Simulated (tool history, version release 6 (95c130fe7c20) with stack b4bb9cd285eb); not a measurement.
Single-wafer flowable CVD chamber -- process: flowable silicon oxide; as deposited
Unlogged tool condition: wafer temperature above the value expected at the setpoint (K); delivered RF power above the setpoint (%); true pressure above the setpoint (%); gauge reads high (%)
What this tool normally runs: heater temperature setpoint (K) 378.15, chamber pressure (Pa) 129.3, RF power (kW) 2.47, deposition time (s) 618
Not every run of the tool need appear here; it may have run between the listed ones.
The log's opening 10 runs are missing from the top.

run,hour,heater temperature setpoint (K),chamber pressure (Pa),RF power (kW),deposition time (s),wafers since the last listed run,hours since the last thermocouple change,hours since the last RF generator calibration,hours since the last manometer calibration,hours since the showerhead was replaced,hours since the gauge calibration,"read-back reference wafer on the same gauge, thickness_nm",mean film thickness on the monitor wafer (nm)
11,144.2,378.15,152.3,2.76,736,21,162.8,1081.8,51.6,122.2,84.1,358.725,589.177
12,150.3,385.15,129.3,2.47,618,20,168.9,1087.9,57.7,128.3,90.2,359.897,320.377
13,161,383.15,111.1,2.775,618,35,179.6,1098.6,68.4,139,100.9,358.399,300.99
14,178.4,390.15,98.7,2.2,618,58,197,1116,85.8,156.4,118.3,359.42,200.445
# hour 186.7: RF generator calibrated
15,192.8,369.15,129.3,2.77,577,21,211.4,6.1,100.2,170.8,132.7,358.849,550.862
16,209.5,378.15,129.3,2.47,726,55,228.1,22.8,116.9,187.5,149.4,359.275,485.487
17,223.6,378.15,129.3,2.47,618,47,242.2,36.9,131,201.6,163.5,358.426,412.32
18,231.7,365.15,129.3,2.865,618,27,250.3,45,139.1,209.7,171.6,358.878,688.361
19,240.3,383.15,129.3,2.47,683,28,258.9,53.6,147.7,218.3,180.2,359.084,375.416

Run 20 has not been measured yet. What should we expect?
20,258.2,368.15,141.2,2.47,618,59,276.8,71.5,165.6,236.2,198.1,?,?

read-back reference wafer on the same gauge, thickness_nm: 359.894
mean film thickness on the monitor wafer (nm): 659.451
Had the tool carried no hidden state, the very same run would have given mean film thickness on the monitor wafer (nm) 659.451.
